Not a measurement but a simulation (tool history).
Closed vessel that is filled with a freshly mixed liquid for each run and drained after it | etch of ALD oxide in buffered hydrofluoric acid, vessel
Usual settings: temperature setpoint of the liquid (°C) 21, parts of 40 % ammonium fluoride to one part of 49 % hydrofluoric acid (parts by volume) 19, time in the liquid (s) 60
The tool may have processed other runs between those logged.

run    hour  temperature setpoint of the liquid (°C)  parts of 40 % ammonium fluoride to one part of 49 % hydrofluoric acid (parts by volume)  time in the liquid (s)  wafers since the last listed run  hours since the thermometer was replaced  hours since the hydrofluoric acid flow meter was replaced  hours since the gauge calibration  read-back film thickness of the ALD oxide reference wafer, read on the same gauge (nm)  thickness taken off the ALD oxide on a monitor wafer (Å)
  1       0                                       25                                                                                       19                      80                                 0                                     982.7                                                      951.1                              744.6                                                                                      70                                                    1281.8
  2    55.4                                       25                                                                                       19                      80                              8109                                    1038.1                                                     1006.5                                800                                                                                   70.02                                                    1270.8
  3   124.6                                       25                                                                                       19                      80                             10128                                    1107.3                                                     1075.7                              869.2                                                                                   69.98                                                    1286.1
  4   162.8                                       21                                                                                       19                      60                              5591                                    1145.5                                                     1113.9                              907.4                                                                                   69.98                                                     765.8
  5   286.2                                       21                                                                                       19                      60                             18062                                    1268.9                                                     1237.3                             1030.8                                                                                   69.98                                                     754.2
  6   322.6                                       21                                                                                       19                      60                              5327                                    1305.3                                                     1273.7                             1067.2                                                                                      70                                                     777.7
  7   423.8                                       21                                                                                       19                      60                             14812                                    1406.5                                                     1374.9                             1168.4                                                                                   70.01                                                     758.8
  8   452.5                                       21                                                                                       19                      60                              4200                                    1435.2                                                     1403.6                             1197.1                                                                                   69.99                                                     774.2
  9     481                                       21                                                                                       19                      60                              4171                                    1463.7                                                     1432.1                             1225.6                                                                                   70.01                                                       756
 10   525.1                                       21                                                                                       19                      60                              6455                                    1507.8                                                     1476.2                             1269.7                                                                                   69.97                                                     768.6
      535.6  -- gauge calibrated
 11   562.1                                       21                                                                                       19                      60                              5415                                    1544.8                                                     1513.2                               26.5                                                                                   69.99                                                     765.6
 12   629.2                                       21                                                                                       14                      60                              9821                                    1611.9                                                     1580.3                               93.6                                                                                   69.99                                                    1045.2
 13   665.4                                       21                                                                                       19                      60                              5298                                    1648.1                                                     1616.5                              129.8                                                                                   69.99                                                     762.8
 14   698.4                                     24.5                                                                                       19                      60                              4830                                    1681.1                                                     1649.5                              162.8                                                                                   70.02                                                     920.8
 15     749                                     19.5                                                                                       13                      60                              7406                                    1731.7                                                     1700.1                              213.4                                                                                   70.02                                                    1011.5
      765.7  -- hydrofluoric acid flow meter replaced
 16   776.1                                       25                                                                                       19                      80                              3820                                    1758.8                                                       10.4                              240.5                                                                                      70                                                    1266.6
 17   822.2                                       21                                                                                       19                      90                              6747                                    1804.9                                                       56.5                              286.6                                                                                   70.01                                                    1124.9
      825.5  -- thermometer replaced
 18   871.2                                       17                                                                                       19                      60                              7025                                      45.7                                                      105.5                              335.6                                                                                   70.01                                                       608
 19   940.3                                       21                                                                                       24                      60                             10114                                     114.8                                                      174.6                              404.7                                                                                   69.98                                                     632.1
 20   979.7                                       21                                                                                       19                      30                              5767                                     154.2                                                        214                              444.1                                                                                   69.98                                                     382.2
 21  1045.4                                       21                                                                                       19                      60                              9616                                     219.9                                                      279.7                              509.8                                                                                   70.02                                                     755.4
 22  1185.2                                       21                                                                                       12                      35                             20462                                     359.7                                                      419.5                              649.6                                                                                   70.01                                                       700
 23    1211                                       21                                                                                       19                      50                              3776                                     385.5                                                      445.3                              675.4                                                                                   69.99                                                     635.1
 24  1266.4                                       21                                                                                       19                      60                              8109                                     440.9                                                      500.7                              730.8                                                                                      70                                                     761.3
 25  1317.5                                       21                                                                                       19                      60                              7479                                       492                                                      551.8                              781.9                                                                                   70.02                                                     764.5
 26  1349.3                                       21                                                                                       19                      60                              4654                                     523.8                                                      583.6                              813.7                                                                                      70                                                     768.4
 27  1388.8                                       17                                                                                     25.5                      35                              5781                                     563.3                                                      623.1                              853.2                                                                                   70.01                                                     285.2
 28  1460.1                                     19.5                                                                                     23.5                      70                             10436                                     634.6                                                      694.4                              924.5                                                                                      70                                                     708.5
 29  1501.4                                     19.5                                                                                       13                      60                              6045                                     675.9                                                      735.7                              965.8                                                                                   69.99                                                    1005.9
 30  1554.3                                     22.5                                                                                     12.5                      90                              7743                                     728.8                                                      788.6                             1018.7                                                                                   69.98                                                    1893.7

Hidden state, per run?
liquid colder than its thermometer reads (K): 0, the same for each run
hydrofluoric acid flow above the setpoint (%): 0, the same for each run
gauge reads high (%): 0, the same for each run
